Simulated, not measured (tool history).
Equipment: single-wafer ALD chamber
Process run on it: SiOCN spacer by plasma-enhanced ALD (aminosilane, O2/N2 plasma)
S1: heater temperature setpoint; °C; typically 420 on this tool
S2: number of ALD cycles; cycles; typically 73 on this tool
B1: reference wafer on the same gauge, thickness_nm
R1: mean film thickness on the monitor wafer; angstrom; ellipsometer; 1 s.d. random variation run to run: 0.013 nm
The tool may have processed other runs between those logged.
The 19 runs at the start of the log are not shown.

run 20 hour=260.9 | S1=420 S2=73 | B1=4.121 | R1=43.67
run 21 hour=275.8 | S1=416 S2=73 | B1=4.118 | R1=44.02
run 22 hour=288.6 | S1=434 S2=78 | B1=4.122 | R1=44.94
run 23 hour=301.9 | S1=420 S2=73 | B1=4.118 | R1=43.68
-- hour=312.8 thermocouple changed; heater temperature recalibrated
run 24 hour=313.3 | S1=434 S2=68 | B1=4.121 | R1=39.08
run 25 hour=323 | S1=431 S2=73 | B1=4.121 | R1=42.29
run 26 hour=331 | S1=407 S2=73 | B1=4.119 | R1=45.48
run 27 hour=337.3 | S1=409 S2=67 | B1=4.123 | R1=41.31
run 28 hour=343.7 | S1=420 S2=73 | B1=4.118 | R1=43.53
run 29 hour=357.1 | S1=420 S2=73 | B1=4.119 | R1=43.56
run 30 hour=389.5 | S1=420 S2=87 | B1=4.116 | R1=52.05
run 31 hour=401.7 | S1=420 S2=73 | B1=4.118 | R1=43.54
run 32 hour=415 | S1=427 S2=68 | B1=4.119 | R1=39.91
run 33 hour=423.4 | S1=412 S2=78 | B1=4.123 | R1=47.82
-- hour=439.9 gauge calibrated
run 34 hour=440.3 | S1=427 S2=59 | B1=4.119 | R1=34.75
run 35 hour=489 | S1=410 S2=86 | B1=4.12 | R1=53.05
run 36 hour=501.8 | S1=420 S2=73 | B1=4.12 | R1=43.8

Run 37 is up next; what results do you expect?
run 37 hour=517.9 | S1=409 S2=68 | B1=? | R1=?

B1: 4.12
R1: 42.32 angstrom
With no hidden state in the tool, this same run would have given R1 42.32 angstrom.

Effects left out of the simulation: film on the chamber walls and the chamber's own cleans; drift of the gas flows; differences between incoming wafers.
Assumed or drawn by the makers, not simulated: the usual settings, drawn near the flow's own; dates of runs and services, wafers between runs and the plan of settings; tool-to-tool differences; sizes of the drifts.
